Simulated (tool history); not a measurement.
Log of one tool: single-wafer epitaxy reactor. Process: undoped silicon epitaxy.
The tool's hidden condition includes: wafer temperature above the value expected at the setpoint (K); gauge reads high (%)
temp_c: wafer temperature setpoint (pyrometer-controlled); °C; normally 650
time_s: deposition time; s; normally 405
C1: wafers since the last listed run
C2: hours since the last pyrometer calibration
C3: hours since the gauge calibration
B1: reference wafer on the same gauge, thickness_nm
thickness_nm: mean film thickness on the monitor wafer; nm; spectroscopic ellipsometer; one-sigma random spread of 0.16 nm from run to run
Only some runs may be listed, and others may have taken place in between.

run 1 hour=0 | temp_c=650 time_s=437 | C1=0 C2=1978.8 C3=66.9 | B1=55.665 | thickness_nm=59.311
run 2 hour=8 | temp_c=650 time_s=437 | C1=38 C2=1986.8 C3=74.9 | B1=55.696 | thickness_nm=59.052
run 3 hour=21.9 | temp_c=650 time_s=405 | C1=67 C2=2000.7 C3=88.8 | B1=55.699 | thickness_nm=54.947
run 4 hour=33.6 | temp_c=650 time_s=405 | C1=56 C2=2012.4 C3=100.5 | B1=55.703 | thickness_nm=54.619
run 5 hour=50.9 | temp_c=660 time_s=405 | C1=84 C2=2029.7 C3=117.8 | B1=55.72 | thickness_nm=69.175
run 6 hour=68.3 | temp_c=660 time_s=405 | C1=84 C2=2047.1 C3=135.2 | B1=55.738 | thickness_nm=69.24
run 7 hour=79.5 | temp_c=642 time_s=345 | C1=54 C2=2058.3 C3=146.4 | B1=55.699 | thickness_nm=38.549
run 8 hour=92.2 | temp_c=663 time_s=378 | C1=61 C2=2071 C3=159.1 | B1=55.714 | thickness_nm=69.36
run 9 hour=106.7 | temp_c=650 time_s=460 | C1=70 C2=2085.5 C3=173.6 | B1=55.702 | thickness_nm=62.035
-- hour=113.4 gauge calibrated
-- hour=114.7 pyrometer calibrated
run 10 hour=122.3 | temp_c=637 time_s=325 | C1=36 C2=7.6 C3=8.9 | B1=55.705 | thickness_nm=36.675
run 11 hour=139.8 | temp_c=650 time_s=405 | C1=84 C2=25.1 C3=26.4 | B1=55.733 | thickness_nm=62.279
run 12 hour=150.8 | temp_c=650 time_s=437 | C1=53 C2=36.1 C3=37.4 | B1=55.699 | thickness_nm=66.908
run 13 hour=166.7 | temp_c=643 time_s=405 | C1=77 C2=52 C3=53.3 | B1=55.698 | thickness_nm=52.37

Forecast run 14:
run 14 hour=183.1 | temp_c=639 time_s=477 | C1=79 C2=68.4 C3=69.7 | B1=? | thickness_nm=?

{"run 14": {"B1": 55.688, "thickness_nm": 55.907}}
Without the tool's hidden state the same run would have given thickness_nm 57.944 nm.
